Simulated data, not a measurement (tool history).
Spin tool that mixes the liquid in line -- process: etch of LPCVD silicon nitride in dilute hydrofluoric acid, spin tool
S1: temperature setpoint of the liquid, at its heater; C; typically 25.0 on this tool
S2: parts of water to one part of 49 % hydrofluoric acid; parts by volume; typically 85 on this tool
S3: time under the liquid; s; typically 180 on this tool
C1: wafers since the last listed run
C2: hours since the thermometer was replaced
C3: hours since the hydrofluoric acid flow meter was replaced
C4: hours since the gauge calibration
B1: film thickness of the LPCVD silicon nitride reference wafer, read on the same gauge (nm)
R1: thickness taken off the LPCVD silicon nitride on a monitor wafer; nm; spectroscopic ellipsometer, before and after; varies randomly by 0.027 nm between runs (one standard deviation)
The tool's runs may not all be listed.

run 1 hour=0.0 | S1=25.0 S2=85 S3=180 | C1=0 C2=1385.2 C3=1207.6 C4=24.2 | B1=30.030 | R1=1.025
run 2 hour=16.2 | S1=25.0 S2=85 S3=145 | C1=112 C2=1401.4 C3=1223.8 C4=40.4 | B1=29.952 | R1=0.816
run 3 hour=23.2 | S1=25.0 S2=85 S3=145 | C1=48 C2=1408.4 C3=1230.8 C4=47.4 | B1=29.995 | R1=0.833
run 4 hour=32.3 | S1=25.0 S2=85 S3=95 | C1=63 C2=1417.5 C3=1239.9 C4=56.5 | B1=29.966 | R1=0.549
run 5 hour=41.3 | S1=25.0 S2=85 S3=95 | C1=62 C2=1426.5 C3=1248.9 C4=65.5 | B1=29.995 | R1=0.536
run 6 hour=48.1 | S1=25.0 S2=85 S3=180 | C1=47 C2=1433.3 C3=1255.7 C4=72.3 | B1=30.008 | R1=1.053
run 7 hour=59.5 | S1=25.0 S2=85 S3=180 | C1=79 C2=1444.7 C3=1267.1 C4=83.7 | B1=30.020 | R1=1.032
-- hour=71.7 hydrofluoric acid flow meter replaced
run 8 hour=77.2 | S1=25.0 S2=85 S3=180 | C1=116 C2=1462.4 C3=5.5 C4=101.4 | B1=30.007 | R1=1.032
run 9 hour=94.2 | S1=25.0 S2=85 S3=180 | C1=118 C2=1479.4 C3=22.5 C4=118.4 | B1=30.026 | R1=0.991
-- hour=99.0 thermometer replaced
run 10 hour=104.7 | S1=25.0 S2=50 S3=110 | C1=66 C2=5.7 C3=33.0 C4=128.9 | B1=30.026 | R1=1.033
run 11 hour=116.9 | S1=25.0 S2=60 S3=180 | C1=85 C2=17.9 C3=45.2 C4=141.1 | B1=29.977 | R1=1.425
run 12 hour=135.7 | S1=26.5 S2=50 S3=95 | C1=131 C2=36.7 C3=64.0 C4=159.9 | B1=29.948 | R1=1.037
run 13 hour=147.2 | S1=26.5 S2=60 S3=245 | C1=80 C2=48.2 C3=75.5 C4=171.4 | B1=29.999 | R1=2.186
-- hour=148.0 gauge calibrated
run 14 hour=164.2 | S1=22.5 S2=65 S3=125 | C1=118 C2=65.2 C3=92.5 C4=16.2 | B1=29.994 | R1=0.749
run 15 hour=179.9 | S1=25.0 S2=70 S3=125 | C1=109 C2=80.9 C3=108.2 C4=31.9 | B1=29.959 | R1=0.818
run 16 hour=192.9 | S1=28.5 S2=60 S3=140 | C1=90 C2=93.9 C3=121.2 C4=44.9 | B1=30.024 | R1=1.438
run 17 hour=202.4 | S1=25.0 S2=85 S3=180 | C1=66 C2=103.4 C3=130.7 C4=54.4 | B1=29.958 | R1=1.034
run 18 hour=217.9 | S1=21.0 S2=120 S3=110 | C1=108 C2=118.9 C3=146.2 C4=69.9 | B1=29.992 | R1=0.355

How the hidden state differs across the entries between the runs, from the last listed run before each to the first after it:
Run 7 -> run 8: hydrofluoric acid flow meter replaced (hour 71.7)
  no hidden state differs between the two runs
Run 9 -> run 10: thermometer replaced (hour 99.0)
  no hidden state differs between the two runs
Run 13 -> run 14: gauge calibrated (hour 148.0)
  no hidden state differs between the two runs
